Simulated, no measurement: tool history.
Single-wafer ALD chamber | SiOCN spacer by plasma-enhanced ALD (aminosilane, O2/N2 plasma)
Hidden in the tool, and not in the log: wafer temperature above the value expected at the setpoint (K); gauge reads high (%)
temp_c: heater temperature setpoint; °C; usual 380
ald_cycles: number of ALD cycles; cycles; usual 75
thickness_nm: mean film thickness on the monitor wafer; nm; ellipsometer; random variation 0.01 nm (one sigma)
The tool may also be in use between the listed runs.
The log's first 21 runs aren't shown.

| run | hour | temp_c | ald_cycles | wafers since the last listed run | hours since the last thermocouple change | hours since the gauge calibration | read-back reference wafer on the same gauge, thickness_nm | thickness_nm |
|---|---|---|---|---|---|---|---|---|
| 22 | 304.7 | 395 | 86 | 24 | 82.9 | 133.7 | 4.777 | 4.71 |
| 23 | 312.9 | 370 | 88 | 26 | 91.1 | 141.9 | 4.777 | 4.812 |
| 24 | 328.2 | 395 | 84 | 49 | 106.4 | 157.2 | 4.771 | 4.593 |
| 25 | 368.8 | 392 | 67 | 131 | 147 | 197.8 | 4.76 | 3.651 |
| 26 | 375.3 | 394 | 82 | 21 | 153.5 | 204.3 | 4.761 | 4.485 |
| 27 | 392.9 | 394 | 80 | 56 | 171.1 | 221.9 | 4.757 | 4.382 |
| 28 | 410.7 | 380 | 75 | 57 | 188.9 | 239.7 | 4.756 | 4.084 |
| 29 | 417.5 | 380 | 75 | 21 | 195.7 | 246.5 | 4.757 | 4.098 |
| 30 | 424.4 | 393 | 66 | 22 | 202.6 | 253.4 | 4.755 | 3.595 |
| 31 | 436.7 | 370 | 75 | 39 | 214.9 | 265.7 | 4.753 | 4.085 |
| 32 | 444.5 | 380 | 75 | 25 | 222.7 | 273.5 | 4.751 | 4.067 |
| 33 | 454.8 | 380 | 75 | 33 | 233 | 283.8 | 4.749 | 4.085 |
| 34 | 469.8 | 371 | 64 | 48 | 248 | 298.8 | 4.75 | 3.501 |

Forecast each of these 4 alternatives for the next run:
| A | 470.3 | 380 | 75 | 1 | 248.5 | 299.3 | ? | ? |
| B | 470.3 | 392 | 82 | 1 | 248.5 | 299.3 | ? | ? |
| C | 470.3 | 390 | 89 | 1 | 248.5 | 299.3 | ? | ? |
| D | 470.3 | 393 | 61 | 1 | 248.5 | 299.3 | ? | ? |

| run | read-back reference wafer on the same gauge, thickness_nm | thickness_nm |
|---|---|---|
| A | 4.743 | 4.074 |
| B | 4.743 | 4.454 |
| C | 4.743 | 4.835 |
| D | 4.743 | 3.314 |
Without the tool's hidden state the same runs would have given:
| run | thickness_nm |
|---|---|
| A | 4.103 |
| B | 4.486 |
| C | 4.869 |
| D | 3.337 |
